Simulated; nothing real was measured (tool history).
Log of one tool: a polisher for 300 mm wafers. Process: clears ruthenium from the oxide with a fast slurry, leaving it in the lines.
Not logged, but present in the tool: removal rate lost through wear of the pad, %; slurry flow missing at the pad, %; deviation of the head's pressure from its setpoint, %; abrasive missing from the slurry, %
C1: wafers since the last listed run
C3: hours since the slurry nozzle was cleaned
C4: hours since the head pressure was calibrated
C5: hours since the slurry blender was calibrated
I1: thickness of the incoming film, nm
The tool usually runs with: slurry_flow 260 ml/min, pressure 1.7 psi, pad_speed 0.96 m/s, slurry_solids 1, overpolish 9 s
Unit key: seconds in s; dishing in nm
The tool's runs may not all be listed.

run 1 hour=0 | slurry_flow=260 pressure=1.7 pad_speed=0.96 slurry_solids=1 overpolish=7 | C1=0 wafers_polished_on_this_pad=28 C3=424.8 C4=175 C5=104.8 | I1=149.4 | seconds=58 dishing=14.2
run 2 hour=22.9 | slurry_flow=260 pressure=1.7 pad_speed=0.96 slurry_solids=1 overpolish=7 | C1=266 wafers_polished_on_this_pad=294 C3=447.7 C4=197.9 C5=127.7 | I1=152.4 | seconds=60.6 dishing=14
run 3 hour=35.9 | slurry_flow=260 pressure=1.7 pad_speed=0.96 slurry_solids=1 overpolish=7 | C1=151 wafers_polished_on_this_pad=445 C3=460.7 C4=210.9 C5=140.7 | I1=152.2 | seconds=62.2 dishing=13.8
run 4 hour=46.8 | slurry_flow=260 pressure=1.7 pad_speed=0.96 slurry_solids=1 overpolish=9 | C1=126 wafers_polished_on_this_pad=572 C3=471.6 C4=221.8 C5=151.6 | I1=148.1 | seconds=60.5 dishing=17.3
-- hour=90.7 worn pad replaced by a new one
run 5 hour=99.4 | slurry_flow=260 pressure=1.7 pad_speed=0.96 slurry_solids=1 overpolish=9 | C1=564 wafers_polished_on_this_pad=100 C3=524.2 C4=274.4 C5=204.2 | I1=151.6 | seconds=58.4 dishing=18.2
run 6 hour=115.8 | slurry_flow=260 pressure=1.7 pad_speed=0.96 slurry_solids=1 overpolish=9 | C1=190 wafers_polished_on_this_pad=291 C3=540.6 C4=290.8 C5=220.6 | I1=150.2 | seconds=59.9 dishing=17.8
-- hour=128.1 slurry nozzle cleaned
run 7 hour=128.6 | slurry_flow=260 pressure=1.7 pad_speed=0.96 slurry_solids=1 overpolish=9 | C1=137 wafers_polished_on_this_pad=428 C3=0.5 C4=303.6 C5=233.4 | I1=150.6 | seconds=60.7 dishing=18
-- hour=140 slurry blender recalibrated
run 8 hour=144.9 | slurry_flow=260 pressure=1.7 pad_speed=0.96 slurry_solids=1 overpolish=9 | C1=166 wafers_polished_on_this_pad=594 C3=16.8 C4=319.9 C5=4.9 | I1=148.3 | seconds=59.2 dishing=17.4
run 9 hour=152.4 | slurry_flow=260 pressure=1.7 pad_speed=0.96 slurry_solids=1 overpolish=9 | C1=87 wafers_polished_on_this_pad=682 C3=24.3 C4=327.4 C5=12.4 | I1=150.8 | seconds=61.8 dishing=17.6
run 10 hour=165.3 | slurry_flow=260 pressure=1.7 pad_speed=1.08 slurry_solids=1 overpolish=9 | C1=149 wafers_polished_on_this_pad=831 C3=37.2 C4=340.3 C5=25.3 | I1=150.3 | seconds=55.3 dishing=19
run 11 hour=179 | slurry_flow=260 pressure=1.7 pad_speed=1.08 slurry_solids=1 overpolish=9 | C1=159 wafers_polished_on_this_pad=991 C3=50.9 C4=354 C5=39 | I1=148.3 | seconds=55.5 dishing=19.2
-- hour=195.4 worn pad replaced by a new one
run 12 hour=195.9 | slurry_flow=260 pressure=2.1 pad_speed=0.66 slurry_solids=1 overpolish=9 | C1=149 wafers_polished_on_this_pad=5 C3=67.8 C4=370.9 C5=55.9 | I1=151.6 | seconds=68 dishing=15.9
-- hour=199.5 head pressure recalibrated
run 13 hour=205 | slurry_flow=260 pressure=1.7 pad_speed=1.12 slurry_solids=0.85 overpolish=8 | C1=82 wafers_polished_on_this_pad=88 C3=76.9 C4=5.5 C5=65 | I1=148.8 | seconds=55.7 dishing=16.4
run 14 hour=221.2 | slurry_flow=260 pressure=1.9 pad_speed=1.3 slurry_solids=1 overpolish=6 | C1=188 wafers_polished_on_this_pad=276 C3=93.1 C4=21.7 C5=81.2 | I1=149.8 | seconds=40.9 dishing=17.2
run 15 hour=232.2 | slurry_flow=260 pressure=2 pad_speed=0.96 slurry_solids=1 overpolish=9 | C1=127 wafers_polished_on_this_pad=404 C3=104.1 C4=32.7 C5=92.2 | I1=148.6 | seconds=53.4 dishing=19.8
run 16 hour=243.7 | slurry_flow=180 pressure=1.2 pad_speed=0.96 slurry_solids=1 overpolish=9 | C1=133 wafers_polished_on_this_pad=538 C3=115.6 C4=44.2 C5=103.7 | I1=148.1 | seconds=94.1 dishing=11.6
run 17 hour=249.9 | slurry_flow=260 pressure=1.7 pad_speed=0.64 slurry_solids=1.15 overpolish=9 | C1=72 wafers_polished_on_this_pad=610 C3=121.8 C4=50.4 C5=109.9 | I1=148.4 | seconds=89.4 dishing=12
run 18 hour=262.5 | slurry_flow=185 pressure=2 pad_speed=1.28 slurry_solids=1 overpolish=5 | C1=146 wafers_polished_on_this_pad=756 C3=134.4 C4=63 C5=122.5 | I1=150.8 | seconds=43.1 dishing=13.7
run 19 hour=280 | slurry_flow=200 pressure=1.7 pad_speed=1.22 slurry_solids=0.75 overpolish=9 | C1=203 wafers_polished_on_this_pad=959 C3=151.9 C4=80.5 C5=140 | I1=147.8 | seconds=60 dishing=17.4
-- hour=291.5 worn pad replaced by a new one
run 20 hour=292 | slurry_flow=260 pressure=1.7 pad_speed=0.96 slurry_solids=1 overpolish=9 | C1=92 wafers_polished_on_this_pad=5 C3=163.9 C4=92.5 C5=152 | I1=150.9 | seconds=59.9 dishing=17.9
run 21 hour=301.7 | slurry_flow=200 pressure=1.4 pad_speed=0.76 slurry_solids=1 overpolish=12 | C1=112 wafers_polished_on_this_pad=118 C3=173.6 C4=102.2 C5=161.7 | I1=148.5 | seconds=94.4 dishing=14.8
run 22 hour=308 | slurry_flow=260 pressure=1.7 pad_speed=0.96 slurry_solids=1 overpolish=9 | C1=73 wafers_polished_on_this_pad=191 C3=179.9 C4=108.5 C5=168 | I1=151.2 | seconds=61.6 dishing=17.2
run 23 hour=325.6 | slurry_flow=345 pressure=1.2 pad_speed=1.06 slurry_solids=1 overpolish=9 | C1=204 wafers_polished_on_this_pad=396 C3=197.5 C4=126.1 C5=185.6 | I1=150.4 | seconds=77.2 dishing=14.2
run 24 hour=337 | slurry_flow=230 pressure=1.7 pad_speed=1.28 slurry_solids=0.9 overpolish=8 | C1=132 wafers_polished_on_this_pad=528 C3=208.9 C4=137.5 C5=197 | I1=151.6 | seconds=50.4 dishing=18.8
run 25 hour=349.2 | slurry_flow=260 pressure=1.7 pad_speed=1.28 slurry_solids=1 overpolish=9 | C1=141 wafers_polished_on_this_pad=670 C3=221.1 C4=149.7 C5=209.2 | I1=149 | seconds=47.4 dishing=22.5
run 26 hour=357.7 | slurry_flow=180 pressure=1.2 pad_speed=0.96 slurry_solids=1 overpolish=9 | C1=98 wafers_polished_on_this_pad=769 C3=229.6 C4=158.2 C5=217.7 | I1=152.1 | seconds=96.3 dishing=11.4
run 27 hour=374.2 | slurry_flow=260 pressure=1.7 pad_speed=1.08 slurry_solids=1 overpolish=9 | C1=191 wafers_polished_on_this_pad=960 C3=246.1 C4=174.7 C5=234.2 | I1=147.7 | seconds=56.5 dishing=18.5
-- hour=380.3 worn pad replaced by a new one
run 28 hour=383.6 | slurry_flow=260 pressure=1.7 pad_speed=0.96 slurry_solids=1 overpolish=9 | C1=62 wafers_polished_on_this_pad=38 C3=255.5 C4=184.1 C5=243.6 | I1=148.5 | seconds=59.3 dishing=18
run 29 hour=399.1 | slurry_flow=260 pressure=1.4 pad_speed=1.24 slurry_solids=1 overpolish=12 | C1=180 wafers_polished_on_this_pad=218 C3=271 C4=199.6 C5=259.1 | I1=147.5 | seconds=56 dishing=24.6

Hidden state, per run?
slurry flow missing at the pad, %: 0 on each run
abrasive missing from the slurry, %: 0 on each run
H1: removal rate lost through wear of the pad, %
H2: deviation of the head's pressure from its setpoint, %
run=1 H1=0.573 H2=3.01
run=2 H1=2.83 H2=3.31
run=3 H1=4.11 H2=3.48
run=4 H1=5.19 H2=3.62
run=5 H1=0.882 H2=4.31
run=6 H1=2.5 H2=4.52
run=7 H1=3.76 H2=4.69
run=8 H1=5.37 H2=4.91
run=9 H1=6.11 H2=5
run=10 H1=7.38 H2=5.17
run=11 H1=8.73 H2=5.35
run=12 H1=0.83 H2=5.57
run=13 H1=1.73 H2=-0.314
run=14 H1=3.32 H2=-0.102
run=15 H1=4.41 H2=0.0421
run=16 H1=5.54 H2=0.193
run=17 H1=6.15 H2=0.274
run=18 H1=7.4 H2=0.439
run=19 H1=9.12 H2=0.668
run=20 H1=0.37 H2=0.825
run=21 H1=1.33 H2=0.952
run=22 H1=1.95 H2=1.03
run=23 H1=3.68 H2=1.26
run=24 H1=4.81 H2=1.41
run=25 H1=6.01 H2=1.57
run=26 H1=6.85 H2=1.69
run=27 H1=8.47 H2=1.9
run=28 H1=0.536 H2=2.02
run=29 H1=2.06 H2=2.23
